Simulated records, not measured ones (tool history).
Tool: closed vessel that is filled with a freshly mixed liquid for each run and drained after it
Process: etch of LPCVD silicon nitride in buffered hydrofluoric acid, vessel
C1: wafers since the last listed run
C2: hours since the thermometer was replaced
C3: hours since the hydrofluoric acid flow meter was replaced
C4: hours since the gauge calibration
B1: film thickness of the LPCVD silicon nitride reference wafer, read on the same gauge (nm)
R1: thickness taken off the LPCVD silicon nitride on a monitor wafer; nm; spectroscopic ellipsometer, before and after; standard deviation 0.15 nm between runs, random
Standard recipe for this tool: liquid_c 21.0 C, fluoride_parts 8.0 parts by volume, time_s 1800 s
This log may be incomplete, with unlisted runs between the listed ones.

Run 1, hour 0.0: usual settings but liquid_c 17.5 C; C1 0; C2 11.8; C3 478.7; C4 550.4; B1 109.97. Result: R1 22.16 nm.
Run 2, hour 93.3: usual settings but liquid_c 18.5 C, fluoride_parts 6.5 parts by volume; C1 2501; C2 105.1; C3 572.0; C4 643.7; B1 110.00. Result: R1 28.73 nm.
Run 3, hour 191.9: usual settings but liquid_c 18.5 C, fluoride_parts 6.5 parts by volume; C1 2643; C2 203.7; C3 670.6; C4 742.3; B1 110.02. Result: R1 28.81 nm.
Run 4, hour 238.1: usual settings but liquid_c 18.5 C, fluoride_parts 6.5 parts by volume; C1 1238; C2 249.9; C3 716.8; C4 788.5; B1 109.97. Result: R1 29.10 nm.
Run 5, hour 309.2: usual settings; C1 1906; C2 321.0; C3 787.9; C4 859.6; B1 109.98. Result: R1 27.27 nm.
Run 6, hour 405.6: usual settings but fluoride_parts 6.5 parts by volume; C1 2584; C2 417.4; C3 884.3; C4 956.0; B1 110.03. Result: R1 33.16 nm.
At hour 433.0: hydrofluoric acid flow meter replaced.
Run 7, hour 456.5: usual settings but fluoride_parts 6.5 parts by volume; C1 1338; C2 468.3; C3 23.5; C4 1006.9; B1 110.04. Result: R1 31.85 nm.
Run 8, hour 501.8: usual settings but fluoride_parts 6.5 parts by volume; C1 1214; C2 513.6; C3 68.8; C4 1052.2; B1 109.98. Result: R1 32.18 nm.
Run 9, hour 603.3: usual settings; C1 2721; C2 615.1; C3 170.3; C4 1153.7; B1 109.99. Result: R1 26.18 nm.
Run 10, hour 670.7: usual settings; C1 1807; C2 682.5; C3 237.7; C4 1221.1; B1 110.01. Result: R1 25.90 nm.
At hour 753.7: thermometer replaced.
Run 11, hour 764.5: usual settings but liquid_c 22.0 C, time_s 2380 s; C1 2488; C2 10.8; C3 331.5; C4 1314.9; B1 110.00. Result: R1 37.79 nm.
Run 12, hour 859.3: usual settings but liquid_c 22.0 C, time_s 2380 s; C1 2541; C2 105.6; C3 426.3; C4 1409.7; B1 109.97. Result: R1 37.44 nm.
At hour 863.6: gauge calibrated.
Run 13, hour 897.5: usual settings but liquid_c 22.0 C, time_s 2380 s; C1 1024; C2 143.8; C3 464.5; C4 33.9; B1 110.00. Result: R1 37.37 nm.
Run 14, hour 961.5: usual settings but fluoride_parts 10.0 parts by volume; C1 1716; C2 207.8; C3 528.5; C4 97.9; B1 110.00. Result: R1 22.17 nm.
Run 15, hour 1058.4: usual settings but fluoride_parts 6.5 parts by volume, time_s 2375 s; C1 2598; C2 304.7; C3 625.4; C4 194.8; B1 110.00. Result: R1 43.77 nm.
Run 16, hour 1095.9: usual settings but fluoride_parts 9.0 parts by volume, time_s 1090 s; C1 1005; C2 342.2; C3 662.9; C4 232.3; B1 109.99. Result: R1 14.49 nm.
Run 17, hour 1188.8: usual settings but liquid_c 25.5 C, fluoride_parts 11.0 parts by volume, time_s 2330 s; C1 2491; C2 435.1; C3 755.8; C4 325.2; B1 109.99. Result: R1 33.87 nm.
Run 18, hour 1252.3: usual settings but liquid_c 17.0 C, time_s 2880 s; C1 1702; C2 498.6; C3 819.3; C4 388.7; B1 110.02. Result: R1 34.56 nm.
At hour 1314.9: hydrofluoric acid flow meter replaced.
Run 19, hour 1327.2: usual settings; C1 1981; C2 573.5; C3 12.3; C4 463.6; B1 110.03. Result: R1 25.78 nm.
Run 20, hour 1389.1: usual settings; C1 1659; C2 635.4; C3 74.2; C4 525.5; B1 110.01. Result: R1 25.82 nm.
Run 21, hour 1435.7: usual settings but liquid_c 17.5 C, fluoride_parts 9.0 parts by volume, time_s 2365 s; C1 1249; C2 682.0; C3 120.8; C4 572.1; B1 109.99. Result: R1 24.39 nm.
Run 22, hour 1519.8: usual settings but liquid_c 19.5 C; C1 2255; C2 766.1; C3 204.9; C4 656.2; B1 109.99. Result: R1 23.84 nm.
At hour 1581.2: thermometer replaced.
Run 23, hour 1623.7: usual settings but fluoride_parts 6.5 parts by volume; C1 2759; C2 42.5; C3 308.8; C4 760.1; B1 110.01. Result: R1 32.91 nm.
Run 24, hour 1673.9: usual settings but fluoride_parts 6.5 parts by volume, time_s 995 s; C1 1346; C2 92.7; C3 359.0; C4 810.3; B1 110.01. Result: R1 18.30 nm.
Run 25, hour 1746.2: usual settings; C1 1938; C2 165.0; C3 431.3; C4 882.6; B1 110.02. Result: R1 26.62 nm.
Run 26, hour 1844.9: usual settings; C1 2646; C2 263.7; C3 530.0; C4 981.3; B1 109.98. Result: R1 27.05 nm.
Run 27, hour 1951.5: usual settings but fluoride_parts 6.5 parts by volume; C1 2858; C2 370.3; C3 636.6; C4 1087.9; B1 109.97. Result: R1 33.20 nm.
Run 28, hour 2039.6: usual settings but liquid_c 17.0 C, fluoride_parts 7.0 parts by volume; C1 2362; C2 458.4; C3 724.7; C4 1176.0; B1 109.98. Result: R1 24.39 nm.
Run 29, hour 2080.8: usual settings but time_s 2875 s; C1 1104; C2 499.6; C3 765.9; C4 1217.2; B1 110.02. Result: R1 43.25 nm.

Hidden condition of the tool, last listed run before each entry between runs versus first listed run after:
After run 6, before run 7: hydrofluoric acid flow meter replaced (hour 433.0)
  liquid colder than its thermometer reads (K): 0.302 -> 0.337; hydrofluoric acid flow above the setpoint (%): 5.03 -> 0.532
  measured result minus the result with no hidden state, R1: +0.85 -> -0.46 nm
After run 10, before run 11: thermometer replaced (hour 753.7)
  liquid colder than its thermometer reads (K): 0.488 -> 0.0625; hydrofluoric acid flow above the setpoint (%): 1.74 -> 2.27
  measured result minus the result with no hidden state, R1: -0.22 -> +0.79 nm
After run 12, before run 13: gauge calibrated (hour 863.6)
  liquid colder than its thermometer reads (K): 0.129 -> 0.156; hydrofluoric acid flow above the setpoint (%): 2.8 -> 3.02
  measured result minus the result with no hidden state, R1: +0.84 -> +0.87 nm
After run 18, before run 19: hydrofluoric acid flow meter replaced (hour 1314.9)
  liquid colder than its thermometer reads (K): 0.404 -> 0.457; hydrofluoric acid flow above the setpoint (%): 5.02 -> 0.0836
  measured result minus the result with no hidden state, R1: +1.03 -> -0.64 nm
After run 22, before run 23: thermometer replaced (hour 1581.2)
  liquid colder than its thermometer reads (K): 0.592 -> 0.1; hydrofluoric acid flow above the setpoint (%): 1.17 -> 1.76
  measured result minus the result with no hidden state, R1: -0.49 -> +0.31 nm
